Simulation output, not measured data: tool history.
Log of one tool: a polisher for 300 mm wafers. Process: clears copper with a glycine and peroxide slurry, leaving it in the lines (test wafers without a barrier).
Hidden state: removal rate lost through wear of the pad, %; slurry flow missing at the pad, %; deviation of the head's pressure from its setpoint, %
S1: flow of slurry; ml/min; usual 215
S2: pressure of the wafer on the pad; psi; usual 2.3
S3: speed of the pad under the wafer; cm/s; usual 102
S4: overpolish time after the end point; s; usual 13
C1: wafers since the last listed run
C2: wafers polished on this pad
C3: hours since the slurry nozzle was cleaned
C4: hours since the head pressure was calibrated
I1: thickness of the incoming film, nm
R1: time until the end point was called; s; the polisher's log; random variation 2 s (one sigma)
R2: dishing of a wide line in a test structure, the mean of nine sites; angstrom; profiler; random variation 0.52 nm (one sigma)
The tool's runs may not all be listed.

Run 1, day 0: usual settings; C1 0; C2 546; C3 663; C4 283.1; I1 683.6. Result: R1 164.9 s, R2 381 angstrom.
Run 2, day 0.267: usual settings; C1 33; C2 579; C3 669.4; C4 289.5; I1 678.7. Result: R1 165.1 s, R2 384 angstrom.
Run 3, day 0.662: usual settings; C1 49; C2 628; C3 678.9; C4 299; I1 683.3. Result: R1 165.6 s, R2 386 angstrom.
Run 4, day 1.333: usual settings but S1 260 ml/min; C1 83; C2 712; C3 695; C4 315.1; I1 675. Result: R1 159.9 s, R2 389 angstrom.
Run 5, day 1.671: usual settings but S1 260 ml/min; C1 42; C2 754; C3 703.1; C4 323.2; I1 674.4. Result: R1 161.5 s, R2 388 angstrom.
Run 6, day 2.867: usual settings but S1 260 ml/min; C1 149; C2 903; C3 731.8; C4 351.9; I1 684.7. Result: R1 164.3 s, R2 379 angstrom.
Run 7, day 3.362: usual settings but S2 2.9 psi, S4 9 s; C1 61; C2 965; C3 743.7; C4 363.8; I1 684.1. Result: R1 139.1 s, R2 311 angstrom.
Run 8, day 3.642: usual settings; C1 34; C2 1000; C3 750.4; C4 370.5; I1 665. Result: R1 160.9 s, R2 381 angstrom.
Run 9, day 4.079: usual settings; C1 54; C2 1054; C3 760.9; C4 381; I1 668.4. Result: R1 165 s, R2 380 angstrom.
At day 4.475: slurry nozzle cleaned.
Run 10, day 4.654: usual settings; C1 66; C2 1121; C3 4.3; C4 394.8; I1 689.5. Result: R1 166.9 s, R2 369 angstrom.
Run 11, day 5.092: usual settings; C1 54; C2 1175; C3 14.8; C4 405.3; I1 693. Result: R1 174.8 s, R2 370 angstrom.
Run 12, day 5.454: usual settings; C1 45; C2 1221; C3 23.5; C4 414; I1 671.1. Result: R1 167.2 s, R2 366 angstrom.
Run 13, day 5.904: usual settings but S1 180 ml/min, S3 74 cm/s; C1 56; C2 1277; C3 34.3; C4 424.8; I1 668.2. Result: R1 220.2 s, R2 294 angstrom.
At day 6.546: worn pad replaced by a new one.
Run 14, day 6.625: usual settings but S1 280 ml/min, S2 2.1 psi, S4 9 s; C1 69; C2 9; C3 51.6; C4 442.1; I1 681.4. Result: R1 167.4 s, R2 267 angstrom.
Run 15, day 7.217: usual settings; C1 73; C2 83; C3 65.8; C4 456.3; I1 668.2. Result: R1 159.3 s, R2 388 angstrom.
Run 16, day 7.733: usual settings but S3 126 cm/s; C1 64; C2 148; C3 78.2; C4 468.7; I1 682.2. Result: R1 135.3 s, R2 444 angstrom.
At day 8.388: head pressure recalibrated.
Run 17, day 8.404: usual settings but S1 140 ml/min, S3 72 cm/s, S4 10 s; C1 73; C2 221; C3 94.3; C4 0.4; I1 686.7. Result: R1 225.4 s, R2 230 angstrom.
Run 18, day 8.838: usual settings; C1 54; C2 275; C3 104.7; C4 10.8; I1 686. Result: R1 165.1 s, R2 386 angstrom.
Run 19, day 9.258: usual settings but S1 160 ml/min, S2 1.8 psi, S3 112 cm/s, S4 17 s; C1 52; C2 327; C3 114.8; C4 20.9; I1 669.7. Result: R1 183.9 s, R2 424 angstrom.
Run 20, day 9.783: usual settings; C1 65; C2 393; C3 127.4; C4 33.5; I1 679.9. Result: R1 159.1 s, R2 386 angstrom.
Run 21, day 10.283: usual settings; C1 62; C2 455; C3 139.4; C4 45.5; I1 670.1. Result: R1 161.4 s, R2 379 angstrom.
Run 22, day 10.962: usual settings but S1 290 ml/min, S3 112 cm/s, S4 21 s; C1 84; C2 540; C3 155.7; C4 61.8; I1 683.1. Result: R1 146.1 s, R2 616 angstrom.
Run 23, day 11.283: usual settings but S1 260 ml/min, S3 84 cm/s; C1 40; C2 580; C3 163.4; C4 69.5; I1 689. Result: R1 184.2 s, R2 338 angstrom.
Run 24, day 11.625: usual settings but S1 150 ml/min; C1 42; C2 623; C3 171.6; C4 77.7; I1 679.2. Result: R1 169.3 s, R2 361 angstrom.

Forecast each of these 5 alternatives for the next run:
Run A, day 11.646: usual settings but S1 195 ml/min; C1 2; C2 625; C3 172.1; C4 78.2; I1 674.1. Result: R1 ?, R2 ?.
Run B, day 11.646: usual settings but S1 285 ml/min, S2 3 psi, S3 120 cm/s, S4 15 s; C1 2; C2 625; C3 172.1; C4 78.2; I1 674.1. Result: R1 ?, R2 ?.
Run C, day 11.646: usual settings but S2 1.9 psi, S4 10 s; C1 2; C2 625; C3 172.1; C4 78.2; I1 674.1. Result: R1 ?, R2 ?.
Run D, day 11.646: usual settings but S1 180 ml/min, S2 1.8 psi, S3 66 cm/s; C1 2; C2 625; C3 172.1; C4 78.2; I1 674.1. Result: R1 ?, R2 ?.
Run E, day 11.646: usual settings but S1 265 ml/min, S3 126 cm/s; C1 2; C2 625; C3 172.1; C4 78.2; I1 674.1. Result: R1 ?, R2 ?.

run     R1   R2
  A  164.9  370
  B    114  564
  C    185  265
  D  268.1  243
  E    134  438
Without the tool's hidden state the same runs would have given:
run     R1   R2
  A  162.5  375
  B  112.4  570
  C  182.3  269
  D  264.3  246
  E  132.1  443
